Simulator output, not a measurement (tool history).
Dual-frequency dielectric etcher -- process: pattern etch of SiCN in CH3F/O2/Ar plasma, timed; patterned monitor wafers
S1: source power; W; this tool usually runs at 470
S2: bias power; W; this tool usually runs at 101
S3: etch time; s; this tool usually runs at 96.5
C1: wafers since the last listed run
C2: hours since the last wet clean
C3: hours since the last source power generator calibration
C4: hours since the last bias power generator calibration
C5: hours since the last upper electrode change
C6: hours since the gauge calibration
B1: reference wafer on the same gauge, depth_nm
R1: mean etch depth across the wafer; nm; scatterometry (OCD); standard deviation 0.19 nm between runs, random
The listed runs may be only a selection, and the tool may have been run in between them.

run 1 hour=0 | S1=470 S2=101 S3=96.5 | C1=0 C2=81.1 C3=4021.7 C4=3023.1 C5=3882.7 C6=2027.2 | B1=36.62 | R1=39.83
run 2 hour=81.4 | S1=470 S2=101 S3=96.5 | C1=653 C2=162.5 C3=4103.1 C4=3104.5 C5=3964.1 C6=2108.6 | B1=36.63 | R1=39.29
run 3 hour=186.2 | S1=470 S2=101 S3=96.5 | C1=841 C2=267.3 C3=4207.9 C4=3209.3 C5=4068.9 C6=2213.4 | B1=36.58 | R1=38.76
run 4 hour=242.1 | S1=470 S2=101 S3=96.5 | C1=448 C2=323.2 C3=4263.8 C4=3265.2 C5=4124.8 C6=2269.3 | B1=36.63 | R1=38.7
run 5 hour=299.5 | S1=470 S2=101 S3=96.5 | C1=460 C2=380.6 C3=4321.2 C4=3322.6 C5=4182.2 C6=2326.7 | B1=36.65 | R1=38.58
run 6 hour=372 | S1=470 S2=114 S3=96.5 | C1=582 C2=453.1 C3=4393.7 C4=3395.1 C5=4254.7 C6=2399.2 | B1=36.63 | R1=39.8
run 7 hour=431.6 | S1=470 S2=114 S3=96.5 | C1=478 C2=512.7 C3=4453.3 C4=3454.7 C5=4314.3 C6=2458.8 | B1=36.62 | R1=39.28
run 8 hour=513.3 | S1=470 S2=101 S3=96.5 | C1=656 C2=594.4 C3=4535 C4=3536.4 C5=4396 C6=2540.5 | B1=36.61 | R1=37.69
-- hour=566.4 bias power generator calibrated
run 9 hour=594.1 | S1=470 S2=101 S3=96.5 | C1=616 C2=675.2 C3=4615.8 C4=27.7 C5=4476.8 C6=2621.3 | B1=36.56 | R1=37.66
-- hour=671.8 wet clean of the chamber
run 10 hour=735.3 | S1=470 S2=101 S3=90.5 | C1=941 C2=63.5 C3=4757 C4=168.9 C5=4618 C6=2762.5 | B1=36.5 | R1=37.39
run 11 hour=782.6 | S1=470 S2=101 S3=90.5 | C1=379 C2=110.8 C3=4804.3 C4=216.2 C5=4665.3 C6=2809.8 | B1=36.62 | R1=37.39
run 12 hour=847.2 | S1=470 S2=101 S3=90.5 | C1=518 C2=175.4 C3=4868.9 C4=280.8 C5=4729.9 C6=2874.4 | B1=36.5 | R1=36.92
-- hour=861.7 gauge calibrated
-- hour=943.9 source power generator calibrated
-- hour=1020 upper electrode replaced
run 13 hour=1116.6 | S1=470 S2=101 S3=96.5 | C1=1938 C2=444.8 C3=172.7 C4=550.2 C5=96.6 C6=254.9 | B1=36.5 | R1=38.87
run 14 hour=1183.1 | S1=470 S2=101 S3=96.5 | C1=533 C2=511.3 C3=239.2 C4=616.7 C5=163.1 C6=321.4 | B1=36.61 | R1=38.41
run 15 hour=1219.2 | S1=470 S2=80 S3=96.5 | C1=289 C2=547.4 C3=275.3 C4=652.8 C5=199.2 C6=357.5 | B1=36.6 | R1=35.81
run 16 hour=1327.2 | S1=370 S2=101 S3=78 | C1=867 C2=655.4 C3=383.3 C4=760.8 C5=307.2 C6=465.5 | B1=36.55 | R1=28.74
-- hour=1411.3 wet clean of the chamber
run 17 hour=1416.3 | S1=470 S2=101 S3=96.5 | C1=522 C2=5 C3=472.4 C4=849.9 C5=396.3 C6=554.6 | B1=36.56 | R1=40.81
run 18 hour=1657.6 | S1=470 S2=101 S3=121 | C1=1937 C2=246.3 C3=713.7 C4=1091.2 C5=637.6 C6=795.9 | B1=36.65 | R1=49.48
run 19 hour=1932.7 | S1=470 S2=80 S3=96.5 | C1=2209 C2=521.4 C3=988.8 C4=1366.3 C5=912.7 C6=1071 | B1=36.65 | R1=36.63
-- hour=2019.3 wet clean of the chamber
run 20 hour=2032.8 | S1=370 S2=89 S3=83 | C1=611 C2=13.5 C3=1088.9 C4=1466.4 C5=1012.8 C6=1171.1 | B1=36.63 | R1=31.06
run 21 hour=2317.2 | S1=570 S2=126 S3=112.5 | C1=2283 C2=297.9 C3=1373.3 C4=1750.8 C5=1297.2 C6=1455.5 | B1=36.59 | R1=50.23
run 22 hour=2353.7 | S1=470 S2=101 S3=96.5 | C1=293 C2=334.4 C3=1409.8 C4=1787.3 C5=1333.7 C6=1492 | B1=36.62 | R1=38.84
run 23 hour=2390.3 | S1=560 S2=118 S3=72.5 | C1=293 C2=371 C3=1446.4 C4=1823.9 C5=1370.3 C6=1528.6 | B1=36.62 | R1=31.62
run 24 hour=2434 | S1=470 S2=101 S3=96.5 | C1=350 C2=414.7 C3=1490.1 C4=1867.6 C5=1414 C6=1572.3 | B1=36.51 | R1=38.52
run 25 hour=2537.5 | S1=570 S2=108 S3=96.5 | C1=831 C2=518.2 C3=1593.6 C4=1971.1 C5=1517.5 C6=1675.8 | B1=36.62 | R1=40.78
-- hour=2581.6 wet clean of the chamber
run 26 hour=2612 | S1=470 S2=119 S3=117 | C1=405 C2=30.4 C3=1668.1 C4=2045.6 C5=1592 C6=1750.3 | B1=36.62 | R1=50.52
run 27 hour=2669.8 | S1=550 S2=101 S3=105.5 | C1=464 C2=88.2 C3=1725.9 C4=2103.4 C5=1649.8 C6=1808.1 | B1=36.55 | R1=44.64
run 28 hour=2732.4 | S1=520 S2=79 S3=110.5 | C1=502 C2=150.8 C3=1788.5 C4=2166 C5=1712.4 C6=1870.7 | B1=36.51 | R1=43.46
run 29 hour=2801.6 | S1=470 S2=101 S3=89 | C1=555 C2=220 C3=1857.7 C4=2235.2 C5=1781.6 C6=1939.9 | B1=36.6 | R1=35.88

5 ways to go on from here, each from the tool as it stands after run 29. What would each give?
run A hour=2802 | S1=550 S2=101 S3=96.5 | C1=3 C2=220.4 C3=1858.1 C4=2235.6 C5=1782 C6=1940.3 | B1=? | R1=?
run B hour=2802 | S1=410 S2=94 S3=87 | C1=3 C2=220.4 C3=1858.1 C4=2235.6 C5=1782 C6=1940.3 | B1=? | R1=?
run C hour=2802 | S1=580 S2=116 S3=118.5 | C1=3 C2=220.4 C3=1858.1 C4=2235.6 C5=1782 C6=1940.3 | B1=? | R1=?
run D hour=2802 | S1=520 S2=101 S3=115.5 | C1=3 C2=220.4 C3=1858.1 C4=2235.6 C5=1782 C6=1940.3 | B1=? | R1=?
run E hour=2802 | S1=470 S2=81 S3=96.5 | C1=3 C2=220.4 C3=1858.1 C4=2235.6 C5=1782 C6=1940.3 | B1=? | R1=?

run=A B1=36.65 R1=40.64
run=B B1=36.65 R1=33.2
run=C B1=36.65 R1=52.57
run=D B1=36.65 R1=47.88
run=E B1=36.65 R1=36.82
With the hidden condition removed and each run's random variation left untouched, the same runs would have given:
run=A R1=41.68
run=B R1=34.06
run=C R1=53.92
run=D R1=49.11
run=E R1=37.77
